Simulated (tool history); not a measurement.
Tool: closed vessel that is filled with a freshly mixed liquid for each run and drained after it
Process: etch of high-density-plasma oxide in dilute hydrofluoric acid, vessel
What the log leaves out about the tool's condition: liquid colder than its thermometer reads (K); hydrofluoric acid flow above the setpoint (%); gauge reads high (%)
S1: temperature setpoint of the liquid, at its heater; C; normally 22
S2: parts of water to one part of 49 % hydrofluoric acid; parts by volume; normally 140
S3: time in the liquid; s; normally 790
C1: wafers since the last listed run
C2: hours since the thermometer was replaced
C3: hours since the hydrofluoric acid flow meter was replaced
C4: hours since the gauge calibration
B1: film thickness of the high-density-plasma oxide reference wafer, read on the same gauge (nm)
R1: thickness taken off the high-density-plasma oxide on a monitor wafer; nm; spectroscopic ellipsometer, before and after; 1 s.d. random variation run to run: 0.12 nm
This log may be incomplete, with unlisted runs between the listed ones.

run 1 day=0 | S1=23.5 S2=140 S3=790 | C1=0 C2=55.1 C3=232 C4=666 | B1=60.02 | R1=33.32
run 2 day=1.946 | S1=22 S2=140 S3=960 | C1=3955 C2=101.8 C3=278.7 C4=712.7 | B1=60 | R1=38.35
run 3 day=6.45 | S1=22 S2=140 S3=960 | C1=9155 C2=209.9 C3=386.8 C4=820.8 | B1=59.97 | R1=37.91
run 4 day=8.512 | S1=22 S2=140 S3=960 | C1=4192 C2=259.4 C3=436.3 C4=870.3 | B1=60 | R1=37.87
run 5 day=9.812 | S1=18.5 S2=140 S3=790 | C1=2642 C2=290.6 C3=467.5 C4=901.5 | B1=60.01 | R1=26.95
run 6 day=15.05 | S1=18.5 S2=140 S3=790 | C1=10646 C2=416.3 C3=593.2 C4=1027.2 | B1=60.01 | R1=26.91
run 7 day=16.2 | S1=18.5 S2=140 S3=790 | C1=2337 C2=443.9 C3=620.8 C4=1054.8 | B1=59.97 | R1=26.81
run 8 day=17.575 | S1=20.5 S2=140 S3=790 | C1=2795 C2=476.9 C3=653.8 C4=1087.8 | B1=59.99 | R1=29
run 9 day=20.333 | S1=22 S2=85 S3=790 | C1=5606 C2=543.1 C3=720 C4=1154 | B1=60.03 | R1=54.48
run 10 day=21.646 | S1=22 S2=85 S3=790 | C1=2667 C2=574.6 C3=751.5 C4=1185.5 | B1=60.01 | R1=53.58
run 11 day=24.575 | S1=22 S2=140 S3=790 | C1=5954 C2=644.9 C3=821.8 C4=1255.8 | B1=59.99 | R1=30.6
-- day=26.767 hydrofluoric acid flow meter replaced
run 12 day=26.846 | S1=22 S2=140 S3=790 | C1=4531 C2=699.4 C3=1.9 C4=1310.3 | B1=59.98 | R1=30.65
run 13 day=27.867 | S1=22 S2=140 S3=790 | C1=2075 C2=723.9 C3=26.4 C4=1334.8 | B1=60.02 | R1=30.74
-- day=28.154 gauge calibrated
run 14 day=30.992 | S1=22 S2=140 S3=790 | C1=6352 C2=798.9 C3=101.4 C4=68.1 | B1=59.98 | R1=30.6
run 15 day=33.954 | S1=22 S2=140 S3=790 | C1=6021 C2=870 C3=172.5 C4=139.2 | B1=60.02 | R1=30.46
-- day=34.721 thermometer replaced
run 16 day=35.492 | S1=20.5 S2=140 S3=625 | C1=3040 C2=18.5 C3=209.4 C4=176.1 | B1=59.98 | R1=23.58
run 17 day=37.767 | S1=22 S2=140 S3=960 | C1=4624 C2=73.1 C3=264 C4=230.7 | B1=60.01 | R1=38.12
run 18 day=40.25 | S1=22 S2=140 S3=790 | C1=5047 C2=132.7 C3=323.6 C4=290.3 | B1=59.97 | R1=31.36
run 19 day=41.779 | S1=22 S2=110 S3=790 | C1=3108 C2=169.4 C3=360.3 C4=327 | B1=59.98 | R1=41.39
run 20 day=43.458 | S1=22 S2=140 S3=1070 | C1=3413 C2=209.7 C3=400.6 C4=367.3 | B1=60.02 | R1=42.38
run 21 day=45.112 | S1=23.5 S2=90 S3=525 | C1=3362 C2=249.4 C3=440.3 C4=407 | B1=60.01 | R1=36.42
run 22 day=46.133 | S1=25 S2=70 S3=1000 | C1=2075 C2=273.9 C3=464.8 C4=431.5 | B1=60 | R1=97.08
run 23 day=47.629 | S1=22 S2=140 S3=790 | C1=3040 C2=309.8 C3=500.7 C4=467.4 | B1=59.99 | R1=31.23
run 24 day=48.725 | S1=22 S2=190 S3=1150 | C1=2227 C2=336.1 C3=527 C4=493.7 | B1=59.98 | R1=31.83
run 25 day=51.671 | S1=19.5 S2=210 S3=790 | C1=5988 C2=406.8 C3=597.7 C4=564.4 | B1=59.99 | R1=17.5
-- day=58.042 hydrofluoric acid flow meter replaced
run 26 day=58.183 | S1=19 S2=160 S3=790 | C1=13153 C2=563.1 C3=3.4 C4=720.7 | B1=59.99 | R1=23.51
run 27 day=61.046 | S1=19.5 S2=140 S3=465 | C1=5818 C2=631.8 C3=72.1 C4=789.4 | B1=60 | R1=16.43
run 28 day=63.904 | S1=22 S2=140 S3=790 | C1=5810 C2=700.4 C3=140.7 C4=858 | B1=60.02 | R1=30.61
run 29 day=65.888 | S1=22 S2=140 S3=535 | C1=4031 C2=748 C3=188.3 C4=905.6 | B1=60.03 | R1=20.77
run 30 day=68.746 | S1=22 S2=140 S3=790 | C1=5810 C2=816.6 C3=256.9 C4=974.2 | B1=59.97 | R1=30.5
run 31 day=70.125 | S1=22 S2=140 S3=605 | C1=2803 C2=849.7 C3=290 C4=1007.3 | B1=60.02 | R1=23.4

Exercise: give the hidden state of the tool at every run:
hydrofluoric acid flow above the setpoint (%): 0 on each run
gauge reads high (%): 0 on each run
H1: liquid colder than its thermometer reads (K)
run=1 H1=0.126
run=2 H1=0.175
run=3 H1=0.289
run=4 H1=0.341
run=5 H1=0.374
run=6 H1=0.506
run=7 H1=0.536
run=8 H1=0.57
run=9 H1=0.64
run=10 H1=0.673
run=11 H1=0.747
run=12 H1=0.804
run=13 H1=0.83
run=14 H1=0.909
run=15 H1=0.984
run=16 H1=0.0259
run=17 H1=0.0834
run=18 H1=0.146
run=19 H1=0.185
run=20 H1=0.227
run=21 H1=0.269
run=22 H1=0.295
run=23 H1=0.333
run=24 H1=0.36
run=25 H1=0.435
run=26 H1=0.599
run=27 H1=0.671
run=28 H1=0.744
run=29 H1=0.794
run=30 H1=0.866
run=31 H1=0.901
